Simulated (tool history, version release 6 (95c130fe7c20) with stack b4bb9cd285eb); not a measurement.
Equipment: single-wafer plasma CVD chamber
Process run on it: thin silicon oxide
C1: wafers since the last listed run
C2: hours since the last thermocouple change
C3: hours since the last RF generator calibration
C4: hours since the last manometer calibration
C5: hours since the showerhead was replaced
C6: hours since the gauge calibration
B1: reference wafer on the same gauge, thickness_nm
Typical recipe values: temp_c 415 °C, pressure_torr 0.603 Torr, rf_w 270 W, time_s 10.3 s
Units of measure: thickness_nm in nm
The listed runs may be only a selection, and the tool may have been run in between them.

Run 1, day 0: usual settings but temp_c 425 °C; C1 0; C2 864.4; C3 1881.6; C4 2409.7; C5 5496.2; C6 115.9; B1 14.424. Result: thickness_nm 14.193 nm.
Run 2, day 2.35: usual settings but temp_c 425 °C; C1 883; C2 920.8; C3 1938; C4 2466.1; C5 5552.6; C6 172.3; B1 14.421. Result: thickness_nm 14.186 nm.
Run 3, day 5.554: usual settings but temp_c 425 °C; C1 1205; C2 997.7; C3 2014.9; C4 2543; C5 5629.5; C6 249.2; B1 14.414. Result: thickness_nm 14.112 nm.
Run 4, day 8.767: usual settings but pressure_torr 0.553 Torr; C1 1208; C2 1074.8; C3 2092; C4 2620.1; C5 5706.6; C6 326.3; B1 14.377. Result: thickness_nm 12.948 nm.
Run 5, day 11.012: usual settings but pressure_torr 0.553 Torr; C1 844; C2 1128.7; C3 2145.9; C4 2674; C5 5760.5; C6 380.2; B1 14.398. Result: thickness_nm 13.013 nm.
Run 6, day 14.021: usual settings but pressure_torr 0.553 Torr; C1 1131; C2 1200.9; C3 2218.1; C4 2746.2; C5 5832.7; C6 452.4; B1 14.403. Result: thickness_nm 12.999 nm.
Run 7, day 16.492: usual settings but rf_w 250 W, time_s 8.7 s; C1 929; C2 1260.2; C3 2277.4; C4 2805.5; C5 5892; C6 511.7; B1 14.399. Result: thickness_nm 11.467 nm.
At day 19.8: RF generator calibrated.
Run 8, day 20.888: usual settings but rf_w 250 W, time_s 8.7 s; C1 1527; C2 1365.7; C3 26.1; C4 2911; C5 5997.5; C6 617.2; B1 14.401. Result: thickness_nm 11.497 nm.
Run 9, day 23.917: usual settings but temp_c 428 °C; C1 1139; C2 1438.4; C3 98.8; C4 2983.7; C5 6070.2; C6 689.9; B1 14.381. Result: thickness_nm 14.132 nm.
At day 28.317: capacitance manometer re-zeroed and calibrated.
Run 10, day 28.358: usual settings but time_s 11.4 s; C1 1545; C2 1545; C3 205.4; C4 1; C5 6176.8; C6 796.5; B1 14.376. Result: thickness_nm 15.726 nm.
At day 29.546: showerhead replaced.
At day 30.875: gauge calibrated.
At day 31.2: thermocouple changed; heater temperature recalibrated.
Run 11, day 31.262: usual settings but temp_c 402 °C, pressure_torr 0.556 Torr, rf_w 225 W, time_s 12.2 s; C1 841; C2 1.5; C3 275.1; C4 70.7; C5 41.2; C6 9.3; B1 14.395. Result: thickness_nm 14.034 nm.
Run 12, day 33.162: usual settings but pressure_torr 0.494 Torr; C1 714; C2 47.1; C3 320.7; C4 116.3; C5 86.8; C6 54.9; B1 14.391. Result: thickness_nm 11.688 nm.
Run 13, day 41.333: usual settings; C1 3072; C2 243.2; C3 516.8; C4 312.4; C5 282.9; C6 251; B1 14.381. Result: thickness_nm 14.102 nm.
Run 14, day 42.896: usual settings but pressure_torr 0.487 Torr; C1 587; C2 280.7; C3 554.3; C4 349.9; C5 320.4; C6 288.5; B1 14.411. Result: thickness_nm 11.629 nm.
Run 15, day 44.692: usual settings but temp_c 406 °C, pressure_torr 0.681 Torr, rf_w 310 W, time_s 11.7 s; C1 675; C2 323.8; C3 597.4; C4 393; C5 363.5; C6 331.6; B1 14.39. Result: thickness_nm 19.434 nm.
Run 16, day 46.742: usual settings; C1 770; C2 373; C3 646.6; C4 442.2; C5 412.7; C6 380.8; B1 14.381. Result: thickness_nm 14.152 nm.

What if the next run were any one of these 5? Each begins from the tool's condition after run 16:
Run A, day 46.758: usual settings; C1 6; C2 373.4; C3 647; C4 442.6; C5 413.1; C6 381.2; B1 ?. Result: thickness_nm ?.
Run B, day 46.758: usual settings but temp_c 409 °C, pressure_torr 0.56 Torr, rf_w 315 W; C1 6; C2 373.4; C3 647; C4 442.6; C5 413.1; C6 381.2; B1 ?. Result: thickness_nm ?.
Run C, day 46.758: usual settings but pressure_torr 0.563 Torr; C1 6; C2 373.4; C3 647; C4 442.6; C5 413.1; C6 381.2; B1 ?. Result: thickness_nm ?.
Run D, day 46.758: usual settings but temp_c 425 °C, pressure_torr 0.493 Torr, rf_w 315 W; C1 6; C2 373.4; C3 647; C4 442.6; C5 413.1; C6 381.2; B1 ?. Result: thickness_nm ?.
Run E, day 46.758: usual settings but temp_c 421 °C, rf_w 245 W; C1 6; C2 373.4; C3 647; C4 442.6; C5 413.1; C6 381.2; B1 ?. Result: thickness_nm ?.

run      B1  thickness_nm
  A  14.428        14.299
  B  14.428        14.496
  C  14.428        13.404
  D  14.428        12.721
  E  14.428        13.457
Stripped of hidden state, with their random variation kept, the same runs would have yielded:
run  thickness_nm
  A        14.299
  B        14.496
  C        13.404
  D        12.721
  E        13.457

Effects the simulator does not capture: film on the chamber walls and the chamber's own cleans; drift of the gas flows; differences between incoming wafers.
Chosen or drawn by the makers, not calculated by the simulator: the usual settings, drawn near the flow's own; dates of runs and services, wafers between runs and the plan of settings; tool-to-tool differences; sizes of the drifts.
